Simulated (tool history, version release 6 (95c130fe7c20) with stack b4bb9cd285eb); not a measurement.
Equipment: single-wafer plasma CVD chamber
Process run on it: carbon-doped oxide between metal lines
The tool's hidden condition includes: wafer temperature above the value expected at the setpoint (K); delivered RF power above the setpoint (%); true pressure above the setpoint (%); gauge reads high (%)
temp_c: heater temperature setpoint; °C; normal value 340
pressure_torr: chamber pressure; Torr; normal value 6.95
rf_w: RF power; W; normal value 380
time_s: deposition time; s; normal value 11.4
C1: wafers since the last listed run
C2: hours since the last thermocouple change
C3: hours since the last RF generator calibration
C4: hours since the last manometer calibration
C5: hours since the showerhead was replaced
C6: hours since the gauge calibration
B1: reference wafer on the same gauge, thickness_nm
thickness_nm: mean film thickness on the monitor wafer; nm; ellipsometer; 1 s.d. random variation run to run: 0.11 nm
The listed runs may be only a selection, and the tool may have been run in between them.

run 1 hour=0 | temp_c=340 pressure_torr=6.95 rf_w=380 time_s=11.4 | C1=0 C2=1547.3 C3=1182.3 C4=1348.8 C5=8687.1 C6=54.1 | B1=54.286 | thickness_nm=47.007
run 2 hour=8.2 | temp_c=340 pressure_torr=6.95 rf_w=380 time_s=11.4 | C1=175 C2=1555.5 C3=1190.5 C4=1357 C5=8695.3 C6=62.3 | B1=54.332 | thickness_nm=47.041
run 3 hour=25.4 | temp_c=340 pressure_torr=6.95 rf_w=380 time_s=11.4 | C1=368 C2=1572.7 C3=1207.7 C4=1374.2 C5=8712.5 C6=79.5 | B1=54.216 | thickness_nm=46.882
run 4 hour=38.3 | temp_c=340 pressure_torr=6.95 rf_w=380 time_s=11.4 | C1=276 C2=1585.6 C3=1220.6 C4=1387.1 C5=8725.4 C6=92.4 | B1=54.286 | thickness_nm=46.812
run 5 hour=54.8 | temp_c=340 pressure_torr=6.95 rf_w=380 time_s=12.1 | C1=353 C2=1602.1 C3=1237.1 C4=1403.6 C5=8741.9 C6=108.9 | B1=54.292 | thickness_nm=49.471
-- hour=70.6 gauge calibrated
run 6 hour=71 | temp_c=340 pressure_torr=6.95 rf_w=380 time_s=11.4 | C1=346 C2=1618.3 C3=1253.3 C4=1419.8 C5=8758.1 C6=0.4 | B1=54.343 | thickness_nm=46.481
run 7 hour=77.7 | temp_c=340 pressure_torr=6.95 rf_w=380 time_s=11.4 | C1=143 C2=1625 C3=1260 C4=1426.5 C5=8764.8 C6=7.1 | B1=54.3 | thickness_nm=46.5
-- hour=87.1 thermocouple changed; heater temperature recalibrated
run 8 hour=92.4 | temp_c=340 pressure_torr=6.95 rf_w=380 time_s=11.4 | C1=143 C2=5.3 C3=1274.7 C4=1441.2 C5=8779.5 C6=21.8 | B1=54.283 | thickness_nm=46.467
-- hour=108.6 RF generator calibrated
-- hour=115.4 capacitance manometer re-zeroed and calibrated
run 9 hour=115.9 | temp_c=351 pressure_torr=6.95 rf_w=380 time_s=11.4 | C1=187 C2=28.8 C3=7.3 C4=0.5 C5=8803 C6=45.3 | B1=54.321 | thickness_nm=48.626
run 10 hour=116.4 | temp_c=351 pressure_torr=6.95 rf_w=380 time_s=11.4 | C1=10 C2=29.3 C3=7.8 C4=1 C5=8803.5 C6=45.8 | B1=54.275 | thickness_nm=48.615
run 11 hour=124.3 | temp_c=340 pressure_torr=8.12 rf_w=380 time_s=11.4 | C1=169 C2=37.2 C3=15.7 C4=8.9 C5=8811.4 C6=53.7 | B1=54.361 | thickness_nm=50.584
run 12 hour=138 | temp_c=340 pressure_torr=6.95 rf_w=380 time_s=11.4 | C1=293 C2=50.9 C3=29.4 C4=22.6 C5=8825.1 C6=67.4 | B1=54.283 | thickness_nm=49.871
-- hour=153.5 showerhead replaced, of another model than before
run 13 hour=154 | temp_c=340 pressure_torr=6.95 rf_w=320 time_s=10.5 | C1=171 C2=66.9 C3=45.4 C4=38.6 C5=0.5 C6=83.4 | B1=54.279 | thickness_nm=38.878
run 14 hour=166.7 | temp_c=340 pressure_torr=5.36 rf_w=420 time_s=11.4 | C1=271 C2=79.6 C3=58.1 C4=51.3 C5=13.2 C6=96.1 | B1=54.329 | thickness_nm=54.278
run 15 hour=184.6 | temp_c=340 pressure_torr=6.95 rf_w=380 time_s=11.4 | C1=383 C2=97.5 C3=76 C4=69.2 C5=31.1 C6=114 | B1=54.228 | thickness_nm=50.004
-- hour=191.7 gauge calibrated
run 16 hour=196.3 | temp_c=345 pressure_torr=8.26 rf_w=405 time_s=10.8 | C1=250 C2=109.2 C3=87.7 C4=80.9 C5=42.8 C6=4.6 | B1=54.323 | thickness_nm=49.963
run 17 hour=207.8 | temp_c=351 pressure_torr=6.95 rf_w=380 time_s=11.4 | C1=246 C2=120.7 C3=99.2 C4=92.4 C5=54.3 C6=16.1 | B1=54.319 | thickness_nm=48.589
run 18 hour=217.2 | temp_c=340 pressure_torr=5.58 rf_w=380 time_s=13.1 | C1=201 C2=130.1 C3=108.6 C4=101.8 C5=63.7 C6=25.5 | B1=54.298 | thickness_nm=56.749
run 19 hour=228.1 | temp_c=340 pressure_torr=6.95 rf_w=440 time_s=13 | C1=233 C2=141 C3=119.5 C4=112.7 C5=74.6 C6=36.4 | B1=54.295 | thickness_nm=65.1
run 20 hour=244.3 | temp_c=332 pressure_torr=6.95 rf_w=380 time_s=11.4 | C1=346 C2=157.2 C3=135.7 C4=128.9 C5=90.8 C6=52.6 | B1=54.327 | thickness_nm=50.949

Each row is a separate what-if for the run after 20, all from the same tool condition, not one after another. Results?
run A hour=244.7 | temp_c=340 pressure_torr=6.95 rf_w=380 time_s=11.4 | C1=8 C2=157.6 C3=136.1 C4=129.3 C5=91.2 C6=53 | B1=? | thickness_nm=?
run B hour=244.7 | temp_c=340 pressure_torr=8.68 rf_w=380 time_s=11.4 | C1=8 C2=157.6 C3=136.1 C4=129.3 C5=91.2 C6=53 | B1=? | thickness_nm=?
run C hour=244.7 | temp_c=350 pressure_torr=5.85 rf_w=425 time_s=9.9 | C1=8 C2=157.6 C3=136.1 C4=129.3 C5=91.2 C6=53 | B1=? | thickness_nm=?
run D hour=244.7 | temp_c=340 pressure_torr=8.58 rf_w=405 time_s=11.4 | C1=8 C2=157.6 C3=136.1 C4=129.3 C5=91.2 C6=53 | B1=? | thickness_nm=?
run E hour=244.7 | temp_c=340 pressure_torr=6.95 rf_w=380 time_s=9.8 | C1=8 C2=157.6 C3=136.1 C4=129.3 C5=91.2 C6=53 | B1=? | thickness_nm=?

run=A B1=54.289 thickness_nm=50.02
run=B B1=54.289 thickness_nm=50.453
run=C B1=54.289 thickness_nm=46.729
run=D B1=54.289 thickness_nm=53.55
run=E B1=54.289 thickness_nm=43.103
The same runs, with their run-to-run variation unchanged, on a tool lacking any hidden condition would have given:
run=A thickness_nm=50.129
run=B thickness_nm=50.563
run=C thickness_nm=46.827
run=D thickness_nm=53.663
run=E thickness_nm=43.197
